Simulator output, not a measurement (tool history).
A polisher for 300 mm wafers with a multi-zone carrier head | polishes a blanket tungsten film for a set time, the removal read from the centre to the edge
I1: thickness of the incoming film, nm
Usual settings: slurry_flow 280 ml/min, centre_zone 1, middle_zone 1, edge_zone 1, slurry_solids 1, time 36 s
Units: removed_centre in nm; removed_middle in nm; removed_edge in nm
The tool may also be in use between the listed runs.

{"run": 1, "hour": 0.0, "slurry_flow": 280, "centre_zone": 0.92, "middle_zone": 1, "edge_zone": 1, "slurry_solids": 1, "time": 36, "I1": 1306.1, "removed_centre": 231.1, "removed_middle": 249.5, "removed_edge": 245.3}
{"hour": 28.1, "done": "edge zone pressure recalibrated"}
{"hour": 131.7, "done": "worn pad replaced by a new one"}
{"run": 2, "hour": 152.1, "slurry_flow": 280, "centre_zone": 0.92, "middle_zone": 1, "edge_zone": 1, "slurry_solids": 1, "time": 36, "I1": 1333.6, "removed_centre": 227.2, "removed_middle": 256.8, "removed_edge": 252.7}
{"run": 3, "hour": 185.3, "slurry_flow": 280, "centre_zone": 1, "middle_zone": 0.97, "edge_zone": 1, "slurry_solids": 1, "time": 36, "I1": 1323.9, "removed_centre": 239.3, "removed_middle": 242.1, "removed_edge": 249.8}
{"run": 4, "hour": 248.7, "slurry_flow": 215, "centre_zone": 1, "middle_zone": 1, "edge_zone": 1, "slurry_solids": 1, "time": 36, "I1": 1304.9, "removed_centre": 226.5, "removed_middle": 229.2, "removed_edge": 229.1}
{"run": 5, "hour": 312.7, "slurry_flow": 280, "centre_zone": 1, "middle_zone": 1, "edge_zone": 0.97, "slurry_solids": 1, "time": 36, "I1": 1311.3, "removed_centre": 224.5, "removed_middle": 225.9, "removed_edge": 219.7}
{"hour": 332.3, "done": "worn pad replaced by a new one, of another model than before"}
{"run": 6, "hour": 346.9, "slurry_flow": 280, "centre_zone": 1, "middle_zone": 1, "edge_zone": 0.97, "slurry_solids": 1, "time": 36, "I1": 1329.5, "removed_centre": 250.8, "removed_middle": 252, "removed_edge": 251.4}
{"hour": 381.9, "done": "edge zone pressure recalibrated"}
{"run": 7, "hour": 393.7, "slurry_flow": 225, "centre_zone": 1, "middle_zone": 1, "edge_zone": 1, "slurry_solids": 1.2, "time": 36, "I1": 1323.3, "removed_centre": 248.9, "removed_middle": 249.7, "removed_edge": 250.9}
{"hour": 483.3, "done": "carrier head's membrane replaced by a new one"}
{"hour": 516.8, "done": "worn pad replaced by a new one"}
{"hour": 518.7, "done": "centre zone pressure recalibrated"}
{"run": 8, "hour": 544.1, "slurry_flow": 280, "centre_zone": 0.89, "middle_zone": 1, "edge_zone": 1.06, "slurry_solids": 1.1, "time": 42, "I1": 1323.7, "removed_centre": 262.6, "removed_middle": 298.2, "removed_edge": 304.7}
{"run": 9, "hour": 614.0, "slurry_flow": 280, "centre_zone": 1.08, "middle_zone": 0.91, "edge_zone": 1.12, "slurry_solids": 1, "time": 36, "I1": 1316.2, "removed_centre": 255.9, "removed_middle": 227.6, "removed_edge": 250.3}
{"hour": 678.9, "done": "worn pad replaced by a new one"}
{"run": 10, "hour": 680.6, "slurry_flow": 280, "centre_zone": 1, "middle_zone": 1, "edge_zone": 1, "slurry_solids": 1, "time": 36, "I1": 1328.2, "removed_centre": 256.4, "removed_middle": 256.2, "removed_edge": 252.5}
{"hour": 713.3, "done": "edge zone pressure recalibrated"}
{"hour": 719.4, "done": "slurry nozzle cleaned"}
{"run": 11, "hour": 736.5, "slurry_flow": 280, "centre_zone": 1, "middle_zone": 1, "edge_zone": 0.92, "slurry_solids": 1, "time": 36, "I1": 1331.2, "removed_centre": 239.2, "removed_middle": 249.7, "removed_edge": 237}
{"run": 12, "hour": 836.3, "slurry_flow": 220, "centre_zone": 0.89, "middle_zone": 0.89, "edge_zone": 1, "slurry_solids": 1, "time": 36, "I1": 1315.8, "removed_centre": 194.8, "removed_middle": 211.1, "removed_edge": 229.9}
{"hour": 850.1, "done": "worn pad replaced by a new one"}
{"run": 13, "hour": 889.0, "slurry_flow": 250, "centre_zone": 1, "middle_zone": 1, "edge_zone": 1, "slurry_solids": 1, "time": 36, "I1": 1326.9, "removed_centre": 246.1, "removed_middle": 248.3, "removed_edge": 246.9}
{"run": 14, "hour": 921.3, "slurry_flow": 280, "centre_zone": 1, "middle_zone": 1, "edge_zone": 1, "slurry_solids": 1, "time": 36, "I1": 1325.5, "removed_centre": 243.3, "removed_middle": 242.8, "removed_edge": 241.7}

Forecast each of these 4 alternatives for the next run:
{"run": "A", "hour": 921.7, "slurry_flow": 280, "centre_zone": 1, "middle_zone": 1, "edge_zone": 0.9, "slurry_solids": 1, "time": 36, "I1": 1349.1, "removed_centre": "?", "removed_middle": "?", "removed_edge": "?"}
{"run": "B", "hour": 921.7, "slurry_flow": 280, "centre_zone": 1, "middle_zone": 1, "edge_zone": 1, "slurry_solids": 1.1, "time": 28, "I1": 1349.1, "removed_centre": "?", "removed_middle": "?", "removed_edge": "?"}
{"run": "C", "hour": 921.7, "slurry_flow": 280, "centre_zone": 1, "middle_zone": 1, "edge_zone": 1, "slurry_solids": 0.75, "time": 44, "I1": 1349.1, "removed_centre": "?", "removed_middle": "?", "removed_edge": "?"}
{"run": "D", "hour": 921.7, "slurry_flow": 280, "centre_zone": 1, "middle_zone": 1, "edge_zone": 1.11, "slurry_solids": 1, "time": 29, "I1": 1349.1, "removed_centre": "?", "removed_middle": "?", "removed_edge": "?"}

run=A removed_centre=239 removed_middle=247 removed_edge=234.5
run=B removed_centre=189.5 removed_middle=195.7 removed_edge=194.2
run=C removed_centre=276.6 removed_middle=285.7 removed_edge=283.5
run=D removed_centre=192.6 removed_middle=198.9 removed_edge=206.7
Without the tool's hidden state the same runs would have given:
run=A removed_centre=253.1 removed_middle=261.4 removed_edge=248.2
run=B removed_centre=200.6 removed_middle=207.2 removed_edge=205.6
run=C removed_centre=292.8 removed_middle=302.5 removed_edge=300.1
run=D removed_centre=203.9 removed_middle=210.5 removed_edge=218.8
